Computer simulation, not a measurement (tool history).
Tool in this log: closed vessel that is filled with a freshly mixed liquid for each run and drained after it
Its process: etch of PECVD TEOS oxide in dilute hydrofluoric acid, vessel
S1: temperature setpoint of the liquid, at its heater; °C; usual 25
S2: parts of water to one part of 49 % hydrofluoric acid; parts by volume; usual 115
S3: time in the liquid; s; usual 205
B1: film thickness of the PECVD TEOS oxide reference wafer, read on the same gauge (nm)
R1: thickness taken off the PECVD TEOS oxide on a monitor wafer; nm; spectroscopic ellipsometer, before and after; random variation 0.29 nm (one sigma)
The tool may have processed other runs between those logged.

Run 1, hour 0: usual settings; B1 130. Result: R1 33.78 nm.
Run 2, hour 24.2: usual settings; B1 130.03. Result: R1 34.21 nm.
Run 3, hour 75.3: usual settings; B1 130.01. Result: R1 34.01 nm.
At hour 78.8: thermometer replaced.
Run 4, hour 100.7: usual settings but S1 22 °C; B1 129.95. Result: R1 30.39 nm.
Run 5, hour 145.3: usual settings but S1 22 °C; B1 129.99. Result: R1 30.41 nm.
Run 6, hour 175.1: usual settings but S1 22 °C; B1 130.03. Result: R1 30.58 nm.
Run 7, hour 212.9: usual settings but S3 135 s; B1 130. Result: R1 22.71 nm.
Run 8, hour 238.2: usual settings but S3 135 s; B1 130.01. Result: R1 22.22 nm.
Run 9, hour 268: usual settings; B1 129.98. Result: R1 34.45 nm.
Run 10, hour 323.3: usual settings; B1 130. Result: R1 34.07 nm.
Run 11, hour 352.9: usual settings; B1 129.98. Result: R1 34.67 nm.
Run 12, hour 393.9: usual settings; B1 130. Result: R1 34.2 nm.
At hour 418.4: gauge calibrated.
Run 13, hour 461: usual settings but S1 21.5 °C, S3 265 s; B1 129.99. Result: R1 38.86 nm.
Run 14, hour 487.7: usual settings but S1 21.5 °C, S3 265 s; B1 130. Result: R1 39.12 nm.
Run 15, hour 518.7: usual settings but S1 21.5 °C, S3 265 s; B1 130. Result: R1 39 nm.
Run 16, hour 562.8: usual settings but S1 27.5 °C, S2 100 parts by volume, S3 110 s; B1 129.97. Result: R1 23.86 nm.
Run 17, hour 605: usual settings; B1 129.99. Result: R1 35.28 nm.
Run 18, hour 636.7: usual settings but S2 165 parts by volume; B1 130.03. Result: R1 22.8 nm.
Run 19, hour 665.9: usual settings; B1 130.01. Result: R1 34.94 nm.
Run 20, hour 710.6: usual settings; B1 130. Result: R1 35.21 nm.
Run 21, hour 763.9: usual settings; B1 130.03. Result: R1 34.96 nm.
Run 22, hour 792: usual settings but S2 175 parts by volume, S3 270 s; B1 130.02. Result: R1 27.85 nm.
Run 23, hour 938.5: usual settings but S1 26.5 °C, S2 90 parts by volume, S3 100 s; B1 130.04. Result: R1 24.13 nm.
Run 24, hour 985.6: usual settings but S2 140 parts by volume, S3 310 s; B1 130. Result: R1 42.25 nm.
Run 25, hour 1037.2: usual settings but S2 60 parts by volume, S3 275 s; B1 130. Result: R1 96 nm.
At hour 1053.5: hydrofluoric acid flow meter replaced.
At hour 1060.1: thermometer replaced.
Run 26, hour 1107.3: usual settings but S2 100 parts by volume, S3 130 s; B1 129.95. Result: R1 24.27 nm.
Run 27, hour 1175.6: usual settings but S1 28.5 °C; B1 129.98. Result: R1 37.67 nm.
Run 28, hour 1209.7: usual settings but S1 28.5 °C, S2 135 parts by volume; B1 129.99. Result: R1 31.04 nm.
Run 29, hour 1236.3: usual settings; B1 130.03. Result: R1 32.64 nm.
Run 30, hour 1304.1: usual settings but S3 310 s; B1 129.99. Result: R1 49.16 nm.
Run 31, hour 1364.1: usual settings; B1 130. Result: R1 32.94 nm.

Branching from run 31: 4 alternative next runs. What would each branch give?
Run A, hour 1364.8: usual settings; B1 ?. Result: R1 ?.
Run B, hour 1364.8: usual settings but S1 22.5 °C, S2 155 parts by volume, S3 155 s; B1 ?. Result: R1 ?.
Run C, hour 1364.8: usual settings but S3 300 s; B1 ?. Result: R1 ?.
Run D, hour 1364.8: usual settings but S2 130 parts by volume, S3 285 s; B1 ?. Result: R1 ?.

run      B1     R1
  A  130.04  32.91
  B  130.04     16
  C  130.04  48.16
  D  130.04  39.75
With the hidden condition removed and each run's random variation left untouched, the same runs would have given:
run     R1
  A  32.33
  B  15.71
  C  47.31
  D  39.04
